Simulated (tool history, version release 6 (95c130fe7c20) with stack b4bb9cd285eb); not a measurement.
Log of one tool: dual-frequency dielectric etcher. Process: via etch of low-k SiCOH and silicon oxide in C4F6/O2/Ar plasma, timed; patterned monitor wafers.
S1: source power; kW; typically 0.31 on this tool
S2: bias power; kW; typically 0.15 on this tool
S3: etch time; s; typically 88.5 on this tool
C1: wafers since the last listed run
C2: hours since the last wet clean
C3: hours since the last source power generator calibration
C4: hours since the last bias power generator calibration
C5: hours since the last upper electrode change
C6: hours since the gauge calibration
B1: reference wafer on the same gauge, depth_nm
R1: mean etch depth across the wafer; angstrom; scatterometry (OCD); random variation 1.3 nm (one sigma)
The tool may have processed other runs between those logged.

{"run": 1, "hour": 0.0, "S1": 0.31, "S2": 0.15, "S3": 101, "C1": 0, "C2": 320.8, "C3": 1938.8, "C4": 2038.7, "C5": 4497.3, "C6": 67.1, "B1": 233.9, "R1": 2501}
{"run": 2, "hour": 12.2, "S1": 0.31, "S2": 0.15, "S3": 101, "C1": 141, "C2": 333, "C3": 1951, "C4": 2050.9, "C5": 4509.5, "C6": 79.3, "B1": 234, "R1": 2459}
{"run": 3, "hour": 25.9, "S1": 0.29, "S2": 0.15, "S3": 88.5, "C1": 159, "C2": 346.7, "C3": 1964.7, "C4": 2064.6, "C5": 4523.2, "C6": 93, "B1": 233.9, "R1": 2119}
{"run": 4, "hour": 38.3, "S1": 0.31, "S2": 0.15, "S3": 88.5, "C1": 144, "C2": 359.1, "C3": 1977.1, "C4": 2077, "C5": 4535.6, "C6": 105.4, "B1": 233.9, "R1": 2161}
{"run": 5, "hour": 47.9, "S1": 0.31, "S2": 0.15, "S3": 88.5, "C1": 111, "C2": 368.7, "C3": 1986.7, "C4": 2086.6, "C5": 4545.2, "C6": 115, "B1": 234.1, "R1": 2169}
{"run": 6, "hour": 59.0, "S1": 0.31, "S2": 0.15, "S3": 102, "C1": 129, "C2": 379.8, "C3": 1997.8, "C4": 2097.7, "C5": 4556.3, "C6": 126.1, "B1": 234.2, "R1": 2504}
{"run": 7, "hour": 66.8, "S1": 0.31, "S2": 0.15, "S3": 88.5, "C1": 90, "C2": 387.6, "C3": 2005.6, "C4": 2105.5, "C5": 4564.1, "C6": 133.9, "B1": 234.1, "R1": 2156}
{"run": 8, "hour": 84.3, "S1": 0.31, "S2": 0.15, "S3": 88.5, "C1": 203, "C2": 405.1, "C3": 2023.1, "C4": 2123, "C5": 4581.6, "C6": 151.4, "B1": 234.2, "R1": 2139}
{"hour": 116.6, "done": "upper electrode replaced"}
{"run": 9, "hour": 117.1, "S1": 0.31, "S2": 0.15, "S3": 88.5, "C1": 102, "C2": 437.9, "C3": 2055.9, "C4": 2155.8, "C5": 0.5, "C6": 184.2, "B1": 234.2, "R1": 2151}
{"run": 10, "hour": 117.4, "S1": 0.31, "S2": 0.15, "S3": 88.5, "C1": 3, "C2": 438.2, "C3": 2056.2, "C4": 2156.1, "C5": 0.8, "C6": 184.5, "B1": 233.9, "R1": 2144}
{"run": 11, "hour": 119.7, "S1": 0.31, "S2": 0.15, "S3": 88.5, "C1": 26, "C2": 440.5, "C3": 2058.5, "C4": 2158.4, "C5": 3.1, "C6": 186.8, "B1": 234.1, "R1": 2152}
{"hour": 131.7, "done": "gauge calibrated"}
{"run": 12, "hour": 133.7, "S1": 0.26, "S2": 0.15, "S3": 88.5, "C1": 162, "C2": 454.5, "C3": 2072.5, "C4": 2172.4, "C5": 17.1, "C6": 2, "B1": 233.6, "R1": 2008}
{"run": 13, "hour": 141.5, "S1": 0.31, "S2": 0.15, "S3": 88.5, "C1": 90, "C2": 462.3, "C3": 2080.3, "C4": 2180.2, "C5": 24.9, "C6": 9.8, "B1": 234.1, "R1": 2148}
{"run": 14, "hour": 155.6, "S1": 0.39, "S2": 0.15, "S3": 96.5, "C1": 163, "C2": 476.4, "C3": 2094.4, "C4": 2194.3, "C5": 39, "C6": 23.9, "B1": 234.1, "R1": 2542}
{"run": 15, "hour": 166.5, "S1": 0.31, "S2": 0.15, "S3": 88.5, "C1": 126, "C2": 487.3, "C3": 2105.3, "C4": 2205.2, "C5": 49.9, "C6": 34.8, "B1": 233.8, "R1": 2142}
{"hour": 196.3, "done": "wet clean of the chamber"}
{"hour": 200.1, "done": "bias power generator calibrated"}
{"run": 16, "hour": 200.6, "S1": 0.31, "S2": 0.15, "S3": 88.5, "C1": 73, "C2": 4.3, "C3": 2139.4, "C4": 0.5, "C5": 84, "C6": 68.9, "B1": 233.7, "R1": 2275}
{"run": 17, "hour": 200.9, "S1": 0.31, "S2": 0.12, "S3": 88.5, "C1": 3, "C2": 4.6, "C3": 2139.7, "C4": 0.8, "C5": 84.3, "C6": 69.2, "B1": 234, "R1": 2131}
{"hour": 207.1, "done": "source power generator calibrated"}
{"run": 18, "hour": 207.6, "S1": 0.31, "S2": 0.15, "S3": 96, "C1": 31, "C2": 11.3, "C3": 0.5, "C4": 7.5, "C5": 91, "C6": 75.9, "B1": 234, "R1": 2462}
{"run": 19, "hour": 225.0, "S1": 0.26, "S2": 0.163, "S3": 88.5, "C1": 202, "C2": 28.7, "C3": 17.9, "C4": 24.9, "C5": 108.4, "C6": 93.3, "B1": 234.6, "R1": 2173}
{"run": 20, "hour": 239.8, "S1": 0.27, "S2": 0.18, "S3": 71.5, "C1": 172, "C2": 43.5, "C3": 32.7, "C4": 39.7, "C5": 123.2, "C6": 108.1, "B1": 233.9, "R1": 1854}
{"run": 21, "hour": 251.3, "S1": 0.31, "S2": 0.15, "S3": 88.5, "C1": 133, "C2": 55, "C3": 44.2, "C4": 51.2, "C5": 134.7, "C6": 119.6, "B1": 234.1, "R1": 2270}
{"run": 22, "hour": 258.4, "S1": 0.23, "S2": 0.15, "S3": 113.5, "C1": 82, "C2": 62.1, "C3": 51.3, "C4": 58.3, "C5": 141.8, "C6": 126.7, "B1": 233.7, "R1": 2616}
{"run": 23, "hour": 274.9, "S1": 0.35, "S2": 0.168, "S3": 67, "C1": 191, "C2": 78.6, "C3": 67.8, "C4": 74.8, "C5": 158.3, "C6": 143.2, "B1": 234, "R1": 1847}
{"run": 24, "hour": 282.9, "S1": 0.25, "S2": 0.128, "S3": 109.5, "C1": 93, "C2": 86.6, "C3": 75.8, "C4": 82.8, "C5": 166.3, "C6": 151.2, "B1": 234.2, "R1": 2457}
{"run": 25, "hour": 293.2, "S1": 0.31, "S2": 0.15, "S3": 88.5, "C1": 119, "C2": 96.9, "C3": 86.1, "C4": 93.1, "C5": 176.6, "C6": 161.5, "B1": 233.9, "R1": 2257}
{"run": 26, "hour": 302.5, "S1": 0.38, "S2": 0.15, "S3": 67, "C1": 108, "C2": 106.2, "C3": 95.4, "C4": 102.4, "C5": 185.9, "C6": 170.8, "B1": 234.5, "R1": 1833}
{"run": 27, "hour": 311.2, "S1": 0.34, "S2": 0.15, "S3": 114, "C1": 101, "C2": 114.9, "C3": 104.1, "C4": 111.1, "C5": 194.6, "C6": 179.5, "B1": 234, "R1": 2962}

Per-run results on a tool with no hidden state, each run keeping its own random variation:
Hidden conditions of the tool in this case: etch rate over this chamber's usual, %; source power that arrives over what is set, %; bias power that arrives over what is set, %; gauge reads high (%).
run=1 R1=2601
run=2 R1=2560
run=3 R1=2209
run=4 R1=2256
run=5 R1=2266
run=6 R1=2619
run=7 R1=2257
run=8 R1=2243
run=9 R1=2263
run=10 R1=2255
run=11 R1=2265
run=12 R1=2116
run=13 R1=2265
run=14 R1=2684
run=15 R1=2264
run=16 R1=2269
run=17 R1=2125
run=18 R1=2457
run=19 R1=2172
run=20 R1=1855
run=21 R1=2275
run=22 R1=2624
run=23 R1=1855
run=24 R1=2469
run=25 R1=2271
run=26 R1=1846
run=27 R1=2985
